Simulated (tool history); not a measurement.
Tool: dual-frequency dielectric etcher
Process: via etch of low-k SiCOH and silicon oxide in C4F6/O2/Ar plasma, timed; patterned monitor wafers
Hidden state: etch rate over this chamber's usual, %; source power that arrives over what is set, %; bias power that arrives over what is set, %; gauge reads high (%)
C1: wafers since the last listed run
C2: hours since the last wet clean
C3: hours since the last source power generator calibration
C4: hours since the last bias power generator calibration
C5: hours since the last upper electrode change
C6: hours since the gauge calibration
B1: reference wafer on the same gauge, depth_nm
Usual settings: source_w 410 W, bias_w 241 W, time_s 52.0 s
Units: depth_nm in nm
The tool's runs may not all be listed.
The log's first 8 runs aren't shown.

{"run": 9, "hour": 301.1, "source_w": 410, "bias_w": 241, "time_s": 52.0, "C1": 412, "C2": 468.9, "C3": 3737.5, "C4": 1517.0, "C5": 4502.4, "C6": 714.1, "B1": 143.0, "depth_nm": 156.1}
{"run": 10, "hour": 318.9, "source_w": 410, "bias_w": 241, "time_s": 52.0, "C1": 229, "C2": 486.7, "C3": 3755.3, "C4": 1534.8, "C5": 4520.2, "C6": 731.9, "B1": 143.1, "depth_nm": 155.7}
{"hour": 324.0, "done": "bias power generator calibrated"}
{"hour": 347.8, "done": "wet clean of the chamber"}
{"run": 11, "hour": 353.2, "source_w": 410, "bias_w": 241, "time_s": 52.0, "C1": 84, "C2": 5.4, "C3": 3789.6, "C4": 29.2, "C5": 4554.5, "C6": 766.2, "B1": 143.0, "depth_nm": 152.3}
{"run": 12, "hour": 373.6, "source_w": 410, "bias_w": 241, "time_s": 52.0, "C1": 263, "C2": 25.8, "C3": 3810.0, "C4": 49.6, "C5": 4574.9, "C6": 786.6, "B1": 143.0, "depth_nm": 154.1}
{"run": 13, "hour": 408.4, "source_w": 410, "bias_w": 241, "time_s": 52.0, "C1": 449, "C2": 60.6, "C3": 3844.8, "C4": 84.4, "C5": 4609.7, "C6": 821.4, "B1": 143.0, "depth_nm": 153.7}
{"hour": 420.9, "done": "source power generator calibrated"}
{"hour": 438.4, "done": "upper electrode replaced, of another model than before"}
{"run": 14, "hour": 438.9, "source_w": 410, "bias_w": 241, "time_s": 52.0, "C1": 115, "C2": 91.1, "C3": 18.0, "C4": 114.9, "C5": 0.5, "C6": 851.9, "B1": 142.9, "depth_nm": 153.8}
{"run": 15, "hour": 450.2, "source_w": 410, "bias_w": 241, "time_s": 52.0, "C1": 145, "C2": 102.4, "C3": 29.3, "C4": 126.2, "C5": 11.8, "C6": 863.2, "B1": 142.9, "depth_nm": 153.7}
{"hour": 483.8, "done": "gauge calibrated"}
{"run": 16, "hour": 484.0, "source_w": 330, "bias_w": 241, "time_s": 52.0, "C1": 436, "C2": 136.2, "C3": 63.1, "C4": 160.0, "C5": 45.6, "C6": 0.2, "B1": 142.9, "depth_nm": 129.7}
{"run": 17, "hour": 505.6, "source_w": 410, "bias_w": 241, "time_s": 42.0, "C1": 278, "C2": 157.8, "C3": 84.7, "C4": 181.6, "C5": 67.2, "C6": 21.8, "B1": 142.9, "depth_nm": 124.9}
{"run": 18, "hour": 523.3, "source_w": 410, "bias_w": 241, "time_s": 52.0, "C1": 228, "C2": 175.5, "C3": 102.4, "C4": 199.3, "C5": 84.9, "C6": 39.5, "B1": 143.0, "depth_nm": 153.8}
{"run": 19, "hour": 547.9, "source_w": 340, "bias_w": 295, "time_s": 46.5, "C1": 317, "C2": 200.1, "C3": 127.0, "C4": 223.9, "C5": 109.5, "C6": 64.1, "B1": 143.0, "depth_nm": 135.2}
{"run": 20, "hour": 625.8, "source_w": 410, "bias_w": 276, "time_s": 57.0, "C1": 1005, "C2": 278.0, "C3": 204.9, "C4": 301.8, "C5": 187.4, "C6": 142.0, "B1": 143.1, "depth_nm": 183.5}
{"run": 21, "hour": 682.7, "source_w": 410, "bias_w": 241, "time_s": 40.0, "C1": 734, "C2": 334.9, "C3": 261.8, "C4": 358.7, "C5": 244.3, "C6": 198.9, "B1": 142.9, "depth_nm": 119.6}
{"run": 22, "hour": 699.6, "source_w": 410, "bias_w": 241, "time_s": 52.0, "C1": 218, "C2": 351.8, "C3": 278.7, "C4": 375.6, "C5": 261.2, "C6": 215.8, "B1": 143.0, "depth_nm": 154.5}
{"run": 23, "hour": 732.9, "source_w": 410, "bias_w": 241, "time_s": 52.0, "C1": 429, "C2": 385.1, "C3": 312.0, "C4": 408.9, "C5": 294.5, "C6": 249.1, "B1": 142.9, "depth_nm": 154.4}
{"run": 24, "hour": 747.1, "source_w": 410, "bias_w": 267, "time_s": 63.0, "C1": 183, "C2": 399.3, "C3": 326.2, "C4": 423.1, "C5": 308.7, "C6": 263.3, "B1": 143.1, "depth_nm": 200.3}
{"run": 25, "hour": 768.5, "source_w": 410, "bias_w": 241, "time_s": 52.0, "C1": 276, "C2": 420.7, "C3": 347.6, "C4": 444.5, "C5": 330.1, "C6": 284.7, "B1": 143.0, "depth_nm": 155.0}
{"hour": 805.4, "done": "wet clean of the chamber"}
{"run": 26, "hour": 805.9, "source_w": 330, "bias_w": 220, "time_s": 37.0, "C1": 172, "C2": 0.5, "C3": 385.0, "C4": 481.9, "C5": 367.5, "C6": 322.1, "B1": 143.0, "depth_nm": 87.1}
{"run": 27, "hour": 806.2, "source_w": 500, "bias_w": 287, "time_s": 60.0, "C1": 3, "C2": 0.8, "C3": 385.3, "C4": 482.2, "C5": 367.8, "C6": 322.4, "B1": 143.1, "depth_nm": 227.6}
{"run": 28, "hour": 838.7, "source_w": 410, "bias_w": 190, "time_s": 64.5, "C1": 419, "C2": 33.3, "C3": 417.8, "C4": 514.7, "C5": 400.3, "C6": 354.9, "B1": 142.9, "depth_nm": 162.3}
{"run": 29, "hour": 861.9, "source_w": 470, "bias_w": 293, "time_s": 40.0, "C1": 299, "C2": 56.5, "C3": 441.0, "C4": 537.9, "C5": 423.5, "C6": 378.1, "B1": 143.2, "depth_nm": 147.2}
{"run": 30, "hour": 884.5, "source_w": 410, "bias_w": 241, "time_s": 64.0, "C1": 291, "C2": 79.1, "C3": 463.6, "C4": 560.5, "C5": 446.1, "C6": 400.7, "B1": 143.1, "depth_nm": 190.5}
{"run": 31, "hour": 918.6, "source_w": 410, "bias_w": 241, "time_s": 39.5, "C1": 440, "C2": 113.2, "C3": 497.7, "C4": 594.6, "C5": 480.2, "C6": 434.8, "B1": 142.9, "depth_nm": 118.2}

3 ways to go on from here, each from the tool as it stands after run 31. What would each give?
{"run": "A", "hour": 919.0, "source_w": 340, "bias_w": 241, "time_s": 52.0, "C1": 5, "C2": 113.6, "C3": 498.1, "C4": 595.0, "C5": 480.6, "C6": 435.2, "B1": "?", "depth_nm": "?"}
{"run": "B", "hour": 919.0, "source_w": 410, "bias_w": 241, "time_s": 41.5, "C1": 5, "C2": 113.6, "C3": 498.1, "C4": 595.0, "C5": 480.6, "C6": 435.2, "B1": "?", "depth_nm": "?"}
{"run": "C", "hour": 919.0, "source_w": 410, "bias_w": 296, "time_s": 52.0, "C1": 5, "C2": 113.6, "C3": 498.1, "C4": 595.0, "C5": 480.6, "C6": 435.2, "B1": "?", "depth_nm": "?"}

run=A B1=143.0 depth_nm=134.4
run=B B1=143.0 depth_nm=124.1
run=C B1=143.0 depth_nm=176.6
Without the tool's hidden state the same runs would have given:
run=A depth_nm=132.7
run=B depth_nm=122.5
run=C depth_nm=174.2
